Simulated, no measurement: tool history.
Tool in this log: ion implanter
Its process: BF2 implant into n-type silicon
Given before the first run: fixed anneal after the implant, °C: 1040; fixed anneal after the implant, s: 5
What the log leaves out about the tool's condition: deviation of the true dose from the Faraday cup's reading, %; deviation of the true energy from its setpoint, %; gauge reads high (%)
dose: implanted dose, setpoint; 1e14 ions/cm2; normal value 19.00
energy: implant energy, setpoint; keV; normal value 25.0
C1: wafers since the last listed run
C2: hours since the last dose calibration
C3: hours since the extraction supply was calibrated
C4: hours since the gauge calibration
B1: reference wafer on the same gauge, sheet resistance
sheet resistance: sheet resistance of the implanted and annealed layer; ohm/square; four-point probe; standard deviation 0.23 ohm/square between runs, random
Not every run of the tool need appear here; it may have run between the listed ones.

Run 1, hour 0.0: usual settings but dose 21.43 1e14 ions/cm2; C1 0; C2 1555.0; C3 2693.8; C4 141.9; B1 175.99. Result: sheet resistance 153.34 ohm/square.
Run 2, hour 55.5: usual settings but dose 21.43 1e14 ions/cm2; C1 615; C2 1610.5; C3 2749.3; C4 197.4; B1 176.03. Result: sheet resistance 153.22 ohm/square.
Run 3, hour 87.1: usual settings but dose 21.43 1e14 ions/cm2; C1 350; C2 1642.1; C3 2780.9; C4 229.0; B1 176.00. Result: sheet resistance 153.33 ohm/square.
Run 4, hour 120.1: usual settings; C1 365; C2 1675.1; C3 2813.9; C4 262.0; B1 176.00. Result: sheet resistance 154.34 ohm/square.
Run 5, hour 169.2: usual settings; C1 544; C2 1724.2; C3 2863.0; C4 311.1; B1 176.03. Result: sheet resistance 154.63 ohm/square.
Run 6, hour 211.7: usual settings; C1 470; C2 1766.7; C3 2905.5; C4 353.6; B1 175.97. Result: sheet resistance 155.33 ohm/square.
Run 7, hour 258.0: usual settings; C1 513; C2 1813.0; C3 2951.8; C4 399.9; B1 176.00. Result: sheet resistance 155.28 ohm/square.
At hour 289.3: extraction supply calibrated.
Run 8, hour 289.8: usual settings; C1 263; C2 1844.8; C3 0.5; C4 431.7; B1 176.00. Result: sheet resistance 151.31 ohm/square.
Run 9, hour 331.4: usual settings; C1 460; C2 1886.4; C3 42.1; C4 473.3; B1 175.98. Result: sheet resistance 151.49 ohm/square.
Run 10, hour 395.2: usual settings but energy 23.0 keV; C1 706; C2 1950.2; C3 105.9; C4 537.1; B1 176.00. Result: sheet resistance 158.06 ohm/square.

Run 11 has not been measured yet. What should we expect?
At hour 446.0: Faraday cup replaced and dose calibrated.
Run 11, hour 448.1: usual settings but dose 14.56 1e14 ions/cm2, energy 28.5 keV; C1 497; C2 2.1; C3 158.8; C4 590.0; B1 ?. Result: sheet resistance ?.

B1: 176.05
sheet resistance: 146.52 ohm/square
Were there no unlogged condition in the tool, this run, its random variation unchanged, would have produced sheet resistance 146.77 ohm/square.
